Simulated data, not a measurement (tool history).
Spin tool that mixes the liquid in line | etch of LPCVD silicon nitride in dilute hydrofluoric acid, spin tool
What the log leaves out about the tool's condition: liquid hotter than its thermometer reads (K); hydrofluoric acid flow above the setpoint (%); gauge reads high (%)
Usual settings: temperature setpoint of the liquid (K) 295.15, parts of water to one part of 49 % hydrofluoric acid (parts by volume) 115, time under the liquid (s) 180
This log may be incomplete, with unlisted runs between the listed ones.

run   hour  temperature setpoint of the liquid (K)  parts of water to one part of 49 % hydrofluoric acid (parts by volume)  time under the liquid (s)  wafers since the last listed run  hours since the thermometer was replaced  hours since the hydrofluoric acid flow meter was replaced  hours since the gauge calibration  read-back film thickness of the LPCVD silicon nitride reference wafer, read on the same gauge (nm)  thickness taken off the LPCVD silicon nitride on a monitor wafer (Å)
  1    0.0                                  295.15                                                                     115                        180                                 0                                     804.1                                                      512.7                              596.7                                                                                              30.002                                                                  7.31
      14.3  -- gauge calibrated
  2   24.9                                  295.15                                                                     115                        180                               105                                     829.0                                                      537.6                               10.6                                                                                              30.059                                                                  7.15
  3   39.5                                  295.15                                                                      85                        180                                61                                     843.6                                                      552.2                               25.2                                                                                              29.968                                                                 10.03
  4   56.8                                  295.15                                                                     115                        180                                73                                     860.9                                                      569.5                               42.5                                                                                              29.973                                                                  7.11
  5   72.5                                  295.15                                                                     115                        180                                66                                     876.6                                                      585.2                               58.2                                                                                              30.049                                                                  7.34
  6   86.2                                  295.15                                                                     115                        180                                58                                     890.3                                                      598.9                               71.9                                                                                              29.974                                                                  6.79
  7  122.0                                  295.15                                                                     115                        180                               151                                     926.1                                                      634.7                              107.7                                                                                              30.023                                                                  7.11
  8  149.6                                  295.15                                                                     115                        180                               116                                     953.7                                                      662.3                              135.3                                                                                              29.966                                                                  7.35
  9  174.7                                  295.15                                                                     115                        180                               106                                     978.8                                                      687.4                              160.4                                                                                              29.989                                                                  7.58
 10  203.9                                  295.15                                                                     115                        180                               123                                    1008.0                                                      716.6                              189.6                                                                                              30.002                                                                  7.20
 11  220.6                                  295.15                                                                     115                        180                                70                                    1024.7                                                      733.3                              206.3                                                                                              30.006                                                                  6.87
 12  247.4                                  295.15                                                                     115                        180                               113                                    1051.5                                                      760.1                              233.1                                                                                              29.992                                                                  6.80
 13  353.7                                  297.65                                                                     115                        180                               450                                    1157.8                                                      866.4                              339.4                                                                                              29.996                                                                  8.54
 14  373.2                                  295.15                                                                     150                        180                                82                                    1177.3                                                      885.9                              358.9                                                                                              30.013                                                                  5.31
 15  408.6                                  295.15                                                                     145                        180                               150                                    1212.7                                                      921.3                              394.3                                                                                              30.021                                                                  5.49
 16  429.2                                  293.15                                                                      65                        280                                87                                    1233.3                                                      941.9                              414.9                                                                                              30.016                                                                 17.03
     439.0  -- hydrofluoric acid flow meter replaced
 17  441.4                                  295.15                                                                      80                        250                                47                                    1245.5                                                        2.4                              427.1                                                                                              29.969                                                                 14.44
     447.0  -- thermometer replaced
 18  467.3                                  292.15                                                                      75                        240                               105                                      20.3                                                       28.3                              453.0                                                                                              29.995                                                                 11.82
 19  501.8                                  295.15                                                                     115                        180                               146                                      54.8                                                       62.8                              487.5                                                                                              30.014                                                                  7.21
     537.2  -- gauge calibrated
 20  537.5                                  299.65                                                                      80                        285                               151                                      90.5                                                       98.5                                0.3                                                                                              30.008                                                                 21.70
 21  556.5                                  295.15                                                                     115                        180                                80                                     109.5                                                      117.5                               19.3                                                                                              30.007                                                                  6.90
 22  591.9                                  295.15                                                                     165                        180                               150                                     144.9                                                      152.9                               54.7                                                                                              30.017                                                                  5.05
 23  606.1                                  299.15                                                                     115                        245                                60                                     159.1                                                      167.1                               68.9                                                                                              29.991                                                                 12.71
 24  694.7                                  296.65                                                                     115                        180                               375                                     247.7                                                      255.7                              157.5                                                                                              30.006                                                                  7.93
 25  721.3                                  295.15                                                                     115                        180                               112                                     274.3                                                      282.3                              184.1                                                                                              30.001                                                                  7.60

What was the tool's hidden state at every run in the log?
liquid hotter than its thermometer reads (K): 0 at every run
hydrofluoric acid flow above the setpoint (%): 0 at every run
gauge reads high (%): 0 at every run

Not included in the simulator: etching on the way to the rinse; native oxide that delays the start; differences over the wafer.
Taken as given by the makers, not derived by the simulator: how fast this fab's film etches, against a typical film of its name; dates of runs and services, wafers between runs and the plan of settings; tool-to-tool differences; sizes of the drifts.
